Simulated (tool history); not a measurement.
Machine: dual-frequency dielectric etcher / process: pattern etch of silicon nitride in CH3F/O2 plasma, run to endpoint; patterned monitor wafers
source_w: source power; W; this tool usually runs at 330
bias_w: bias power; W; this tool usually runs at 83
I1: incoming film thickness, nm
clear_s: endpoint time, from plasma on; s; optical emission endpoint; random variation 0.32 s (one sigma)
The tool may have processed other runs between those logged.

run 1 hour=0.0 | source_w=330 bias_w=83 | I1=85.2 | clear_s=108.3
run 2 hour=26.0 | source_w=330 bias_w=83 | I1=84.1 | clear_s=106.8
run 3 hour=51.8 | source_w=330 bias_w=83 | I1=83.6 | clear_s=106.3
run 4 hour=70.0 | source_w=280 bias_w=83 | I1=84.7 | clear_s=112.6
run 5 hour=86.7 | source_w=280 bias_w=83 | I1=85.3 | clear_s=113.6
run 6 hour=111.1 | source_w=280 bias_w=83 | I1=84.4 | clear_s=113.6
run 7 hour=130.8 | source_w=330 bias_w=83 | I1=84.7 | clear_s=108.1
-- hour=179.4 upper electrode replaced
-- hour=180.8 bias power generator calibrated
-- hour=200.4 wet clean of the chamber
run 8 hour=200.9 | source_w=330 bias_w=88 | I1=84.7 | clear_s=103.8
run 9 hour=201.3 | source_w=330 bias_w=89 | I1=84.3 | clear_s=102.8
run 10 hour=201.6 | source_w=330 bias_w=89 | I1=84.2 | clear_s=102.7
run 11 hour=216.9 | source_w=330 bias_w=83 | I1=84.4 | clear_s=105.7
run 12 hour=244.7 | source_w=330 bias_w=83 | I1=84.5 | clear_s=106.5
run 13 hour=268.6 | source_w=370 bias_w=97 | I1=85.5 | clear_s=98.3
run 14 hour=286.0 | source_w=290 bias_w=72 | I1=84.7 | clear_s=117.3
run 15 hour=349.3 | source_w=380 bias_w=83 | I1=84.5 | clear_s=102.2
run 16 hour=368.5 | source_w=330 bias_w=83 | I1=84.6 | clear_s=106.8
-- hour=391.8 source power generator calibrated
run 17 hour=397.8 | source_w=290 bias_w=99 | I1=85.3 | clear_s=104.8
run 18 hour=421.0 | source_w=250 bias_w=83 | I1=84.4 | clear_s=115.7
run 19 hour=449.5 | source_w=290 bias_w=99 | I1=83.9 | clear_s=103.5
run 20 hour=484.1 | source_w=290 bias_w=83 | I1=84.3 | clear_s=111.0
run 21 hour=503.7 | source_w=370 bias_w=92 | I1=84.3 | clear_s=100.1
run 22 hour=516.9 | source_w=360 bias_w=97 | I1=85.0 | clear_s=99.5
run 23 hour=529.7 | source_w=360 bias_w=83 | I1=85.6 | clear_s=106.1
run 24 hour=542.6 | source_w=400 bias_w=77 | I1=83.9 | clear_s=104.7
run 25 hour=564.6 | source_w=310 bias_w=102 | I1=85.0 | clear_s=102.0

Measured less the same run without the tool's hidden state. The same run-to-run variation is in both; the gauge's scatter may not be:
Hidden state at play: etch rate over this chamber's usual, %; source power that arrives over what is set, %; bias power that arrives over what is set, %.
run=1 clear_s=+1.4
run=2 clear_s=+1.5
run=3 clear_s=+1.7
run=4 clear_s=+1.8
run=5 clear_s=+2.0
run=6 clear_s=+2.2
run=7 clear_s=+2.2
run=8 clear_s=+0.0
run=9 clear_s=+0.0
run=10 clear_s=-0.1
run=11 clear_s=+0.1
run=12 clear_s=+0.2
run=13 clear_s=+0.3
run=14 clear_s=+0.5
run=15 clear_s=+0.9
run=16 clear_s=+0.9
run=17 clear_s=+1.1
run=18 clear_s=+1.3
run=19 clear_s=+1.4
run=20 clear_s=+1.8
run=21 clear_s=+1.6
run=22 clear_s=+1.7
run=23 clear_s=+1.9
run=24 clear_s=+2.0
run=25 clear_s=+2.0
